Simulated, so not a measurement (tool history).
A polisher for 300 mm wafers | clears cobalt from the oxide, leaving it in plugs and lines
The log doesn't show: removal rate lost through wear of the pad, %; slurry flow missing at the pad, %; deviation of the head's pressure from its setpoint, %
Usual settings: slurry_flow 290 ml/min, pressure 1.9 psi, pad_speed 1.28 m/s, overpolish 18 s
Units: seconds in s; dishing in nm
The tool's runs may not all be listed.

run,hour,slurry_flow,pressure,pad_speed,overpolish,wafers since the last listed run,wafers polished on this pad,hours since the slurry nozzle was cleaned,hours since the head pressure was calibrated,"incoming thickness of the incoming film, nm",seconds,dishing
1,0,210,1.9,1.28,18,0,1663,304.7,289.9,361.3,57.5,56.4
2,40.1,210,1.9,1.28,18,394,2058,344.8,330,355.5,57,54.1
3,126.7,210,1.9,1.28,18,852,2910,431.4,416.6,354.8,60.6,52.9
4,191.1,290,1.9,1.28,18,633,3544,495.8,481,360.7,58.4,54.6
5,296,290,1.9,1.28,18,1032,4576,600.7,585.9,364.6,63.2,52.8
# hour 305: worn pad replaced by a new one
6,385.1,290,1.9,1.28,18,837,787,689.8,675,358.5,55.8,57.2
# hour 450.1: slurry nozzle cleaned
7,456.7,290,1.9,1.28,18,694,1482,6.6,746.6,359.1,53.9,55.9
8,541,290,1.9,1.28,18,829,2312,90.9,830.9,364,55.8,56.6
9,635.1,245,1.9,1.28,18,926,3238,185,925,359.7,57.5,55.4
10,705.6,245,1.9,1.28,18,693,3932,255.5,995.5,352.5,58.1,54.1
# hour 831.4: worn pad replaced by a new one
11,954.8,290,1.9,1.28,18,2413,1214,504.7,1244.7,360,56.2,54.4
12,1031.9,290,1.9,1.28,18,758,1973,581.8,1321.8,357.8,57.4,54.3
# hour 1090.2: slurry nozzle cleaned
13,1136.3,290,1.9,1.28,18,1017,2990,46.1,1426.2,355.3,57.3,54.9
# hour 1205.5: head pressure recalibrated
# hour 1316.3: worn pad replaced by a new one
14,1382.9,290,1.9,1.28,18,2367,655,292.7,177.4,361.8,55.1,56.1
15,1488.8,290,1.9,1.28,18,1042,1698,398.6,283.3,356.5,56.2,54.3
16,1555.2,255,1.7,1.08,18,653,2351,465,349.7,362.7,76.8,49.2
17,1651.1,215,1.5,1.06,24,943,3295,560.9,445.6,364.8,97.2,50.8
18,1737.3,350,2.6,1.28,18,848,4143,647.1,531.8,356.8,43.7,59.8
# hour 1786.1: slurry nozzle cleaned
# hour 1829.8: worn pad replaced by a new one
19,1941.1,290,1.9,1.28,18,1956,1095,155,735.6,354.9,54,57.2
20,2030.3,235,1.9,1.28,23,877,1973,244.2,824.8,357,56.6,56.6
21,2127.8,350,2.6,1.28,18,959,2932,341.7,922.3,357.7,40.9,58.1
22,2196.3,290,1.9,1.28,18,674,3607,410.2,990.8,360,58.5,54.8
23,2257.4,290,1.9,1.28,18,601,4208,471.3,1051.9,363.7,60.2,52.1
24,2303.7,290,1.9,1.14,8,455,4663,517.6,1098.2,358.2,68.5,33.6
# hour 2370.4: worn pad replaced by a new one
25,2375,370,2.2,1.16,13,662,45,588.9,1169.5,360.2,51.8,51.2
26,2445.1,240,1.9,1.28,12,689,734,659,1239.6,355.5,59.5,44.6
27,2498.1,290,1.9,1.28,25,521,1256,712,1292.6,362.4,61.3,61.1
# hour 2534.3: slurry nozzle cleaned
28,2566.8,205,1.2,1.28,18,666,1922,32.5,1361.3,365.6,96.3,43.3
29,2622.5,290,1.9,1.28,18,548,2470,88.2,1417,355.8,58.2,54.4

Hidden state or all else? Some run-to-run changes of seconds, split into what the settings, what came in and random variation would give without the hidden state, and what is left for the hidden state (with any gauge scatter that isn't in both results):
Run 17 -> 18: slurry_flow 215 -> 350, pressure 1.5 -> 2.6, pad_speed 1.06 -> 1.28, overpolish 24 -> 18. seconds -53.5 s: hidden state -6.5, all else -47.
Run 24 -> 25: slurry_flow 290 -> 370, pressure 1.9 -> 2.2, pad_speed 1.14 -> 1.16, overpolish 8 -> 13, worn pad replaced by a new one. seconds -16.7 s: hidden state -6.4, all else -10.3.
Run 28 -> 29: slurry_flow 205 -> 290, pressure 1.2 -> 1.9. seconds -38.1 s: hidden state -2.1, all else -36.
